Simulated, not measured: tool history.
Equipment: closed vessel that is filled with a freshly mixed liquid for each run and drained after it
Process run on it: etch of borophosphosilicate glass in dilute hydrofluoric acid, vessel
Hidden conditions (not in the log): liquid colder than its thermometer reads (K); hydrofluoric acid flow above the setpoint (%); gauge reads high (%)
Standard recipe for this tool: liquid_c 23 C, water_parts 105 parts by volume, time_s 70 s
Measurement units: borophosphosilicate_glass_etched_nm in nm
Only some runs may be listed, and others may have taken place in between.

run,day,liquid_c,water_parts,time_s,wafers since the last listed run,hours since the thermometer was replaced,hours since the hydrofluoric acid flow meter was replaced,hours since the gauge calibration,"read-back film thickness of the borophosphosilicate glass reference wafer, read on the same gauge (nm)",borophosphosilicate_glass_etched_nm
1,0,25.5,105,70,0,1307.3,646.6,130.7,109.99,22.13
2,1.375,25.5,105,70,3874,1340.3,679.6,163.7,109.97,22.18
3,1.933,25.5,105,70,1573,1353.7,693,177.1,109.98,22.16
4,2.65,23,105,70,2019,1370.9,710.2,194.3,110.01,20.02
5,3.004,23,105,70,997,1379.4,718.7,202.8,109.96,19.98
6,3.625,23,105,70,1749,1394.3,733.6,217.7,110.03,19.97
7,4.038,23,105,70,1162,1404.2,743.5,227.6,110,19.99
8,4.604,23,105,70,1596,1417.8,757.1,241.2,109.99,19.87
# day 5.112: hydrofluoric acid flow meter replaced
# day 5.167: gauge calibrated
9,5.296,23,105,70,1831,1434.4,4.4,3.1,109.95,20.02
10,5.588,23,120,70,821,1441.4,11.4,10.1,109.98,17.11
11,5.871,23,120,70,798,1448.2,18.2,16.9,109.99,17.27
12,6.275,21,65,45,1138,1457.9,27.9,26.6,110.03,19.68
13,6.992,23,120,30,2019,1475.1,45.1,43.8,110.06,7.32
14,7.312,26,105,30,904,1482.8,52.8,51.5,110.04,9.69
15,7.95,18.5,55,70,1796,1498.1,68.1,66.8,109.98,33.26
# day 8.029: thermometer replaced
16,8.508,18,105,70,1455,11.5,81.5,80.2,109.98,18.42
17,9.029,23,105,70,1467,24,94,92.7,110,22.62
18,9.354,23,105,70,915,31.8,101.8,100.5,109.99,22.47
19,9.779,23,145,95,1197,42,112,110.7,109.93,21.04
20,10.038,23,55,70,727,48.2,118.2,116.9,109.97,45.58
21,10.721,23,105,70,1925,64.6,134.6,133.3,110.01,22.36
22,11.196,18.5,90,30,1338,76,146,144.7,110,9.46

3 ways to go on from here, each from the tool as it stands after run 22. What would each give?
A,11.225,23,105,35,82,76.7,146.7,145.4,?,?
B,11.225,26.5,120,40,82,76.7,146.7,145.4,?,?
C,11.225,23,75,70,82,76.7,146.7,145.4,?,?

run,"read-back film thickness of the borophosphosilicate glass reference wafer, read on the same gauge (nm)",borophosphosilicate_glass_etched_nm
A,109.98,11.32
B,109.98,12.74
C,109.98,32.88
What these runs would have given with no unlogged condition in the tool:
run,borophosphosilicate_glass_etched_nm
A,11.4
B,12.83
C,33.12
